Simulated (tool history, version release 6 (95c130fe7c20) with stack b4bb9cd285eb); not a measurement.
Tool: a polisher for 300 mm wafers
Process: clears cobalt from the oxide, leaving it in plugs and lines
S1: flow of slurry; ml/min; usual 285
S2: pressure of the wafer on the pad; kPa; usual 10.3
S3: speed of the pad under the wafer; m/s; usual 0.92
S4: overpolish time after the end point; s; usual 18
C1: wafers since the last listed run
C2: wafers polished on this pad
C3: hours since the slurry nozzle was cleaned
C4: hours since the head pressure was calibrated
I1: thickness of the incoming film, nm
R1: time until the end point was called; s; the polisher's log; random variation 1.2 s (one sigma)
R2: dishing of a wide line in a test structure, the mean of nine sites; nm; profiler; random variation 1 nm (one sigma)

{"run": 1, "hour": 0.0, "S1": 285, "S2": 10.3, "S3": 0.92, "S4": 18, "C1": 0, "C2": 708, "C3": 41.1, "C4": 750.7, "I1": 260, "R1": 60.4, "R2": 49.8}
{"run": 2, "hour": 58.9, "S1": 285, "S2": 10.3, "S3": 0.92, "S4": 18, "C1": 503, "C2": 1212, "C3": 100, "C4": 809.6, "I1": 260.3, "R1": 58.2, "R2": 50.7}
{"hour": 103.2, "done": "worn pad replaced by a new one"}
{"run": 3, "hour": 122.0, "S1": 285, "S2": 10.3, "S3": 0.92, "S4": 18, "C1": 505, "C2": 161, "C3": 163.1, "C4": 872.7, "I1": 255.3, "R1": 59.4, "R2": 50.9}
{"hour": 195.8, "done": "slurry nozzle cleaned"}
{"run": 4, "hour": 216.7, "S1": 285, "S2": 10.3, "S3": 0.92, "S4": 18, "C1": 801, "C2": 962, "C3": 20.9, "C4": 967.4, "I1": 260.2, "R1": 59.1, "R2": 49.8}
{"hour": 294.1, "done": "worn pad replaced by a new one"}
{"run": 5, "hour": 321.3, "S1": 325, "S2": 10.3, "S3": 0.92, "S4": 18, "C1": 860, "C2": 233, "C3": 125.5, "C4": 1072, "I1": 262.5, "R1": 59.2, "R2": 52.1}
{"run": 6, "hour": 396.2, "S1": 325, "S2": 10.3, "S3": 0.92, "S4": 18, "C1": 640, "C2": 873, "C3": 200.4, "C4": 1146.9, "I1": 260.4, "R1": 54.7, "R2": 50.2}
{"hour": 402.8, "done": "slurry nozzle cleaned"}
{"run": 7, "hour": 438.4, "S1": 325, "S2": 10.3, "S3": 0.92, "S4": 18, "C1": 352, "C2": 1226, "C3": 35.6, "C4": 1189.1, "I1": 264.8, "R1": 57.8, "R2": 51}
{"hour": 475.3, "done": "worn pad replaced by a new one"}
{"run": 8, "hour": 475.8, "S1": 250, "S2": 8.3, "S3": 0.92, "S4": 18, "C1": 285, "C2": 4, "C3": 73, "C4": 1226.5, "I1": 258.5, "R1": 72.8, "R2": 44.7}
{"run": 9, "hour": 526.4, "S1": 245, "S2": 13.1, "S3": 0.92, "S4": 18, "C1": 432, "C2": 437, "C3": 123.6, "C4": 1277.1, "I1": 260.7, "R1": 48.7, "R2": 56}
{"hour": 555.7, "done": "head pressure recalibrated"}
{"run": 10, "hour": 603.7, "S1": 285, "S2": 10.3, "S3": 0.62, "S4": 18, "C1": 644, "C2": 1081, "C3": 200.9, "C4": 48, "I1": 255.7, "R1": 74.3, "R2": 41.3}
{"hour": 638.3, "done": "slurry nozzle cleaned"}
{"hour": 696.6, "done": "worn pad replaced by a new one"}
{"hour": 716.8, "done": "head pressure recalibrated, repeated, since the last time left the tool worse"}
{"run": 11, "hour": 756.7, "S1": 285, "S2": 10.3, "S3": 0.92, "S4": 18, "C1": 1248, "C2": 497, "C3": 118.4, "C4": 39.9, "I1": 264.8, "R1": 64.1, "R2": 48.9}
{"run": 12, "hour": 816.2, "S1": 365, "S2": 10.3, "S3": 0.92, "S4": 18, "C1": 508, "C2": 1006, "C3": 177.9, "C4": 99.4, "I1": 263.1, "R1": 61.8, "R2": 48.8}
{"hour": 853.9, "done": "slurry nozzle cleaned"}
{"run": 13, "hour": 889.4, "S1": 285, "S2": 10.3, "S3": 0.92, "S4": 14, "C1": 617, "C2": 1623, "C3": 35.5, "C4": 172.6, "I1": 260.7, "R1": 60.7, "R2": 41.9}
{"hour": 934.9, "done": "worn pad replaced by a new one"}
{"run": 14, "hour": 966.8, "S1": 380, "S2": 13.8, "S3": 0.8, "S4": 27, "C1": 627, "C2": 272, "C3": 112.9, "C4": 250, "I1": 257.6, "R1": 51.3, "R2": 67.2}
{"run": 15, "hour": 1049.4, "S1": 215, "S2": 12.4, "S3": 0.92, "S4": 18, "C1": 706, "C2": 979, "C3": 195.5, "C4": 332.6, "I1": 256.3, "R1": 51.8, "R2": 55.8}

What the log doesn't show, run by run:
removal rate lost through wear of the pad, %: 0 in every run
slurry flow missing at the pad, %: 0 in every run
H1: deviation of the head's pressure from its setpoint, %
run=1 H1=4.29
run=2 H1=4.68
run=3 H1=5.09
run=4 H1=5.7
run=5 H1=6.39
run=6 H1=6.88
run=7 H1=7.15
run=8 H1=7.39
run=9 H1=7.72
run=10 H1=14.9
run=11 H1=0.863
run=12 H1=1.25
run=13 H1=1.73
run=14 H1=2.23
run=15 H1=2.77
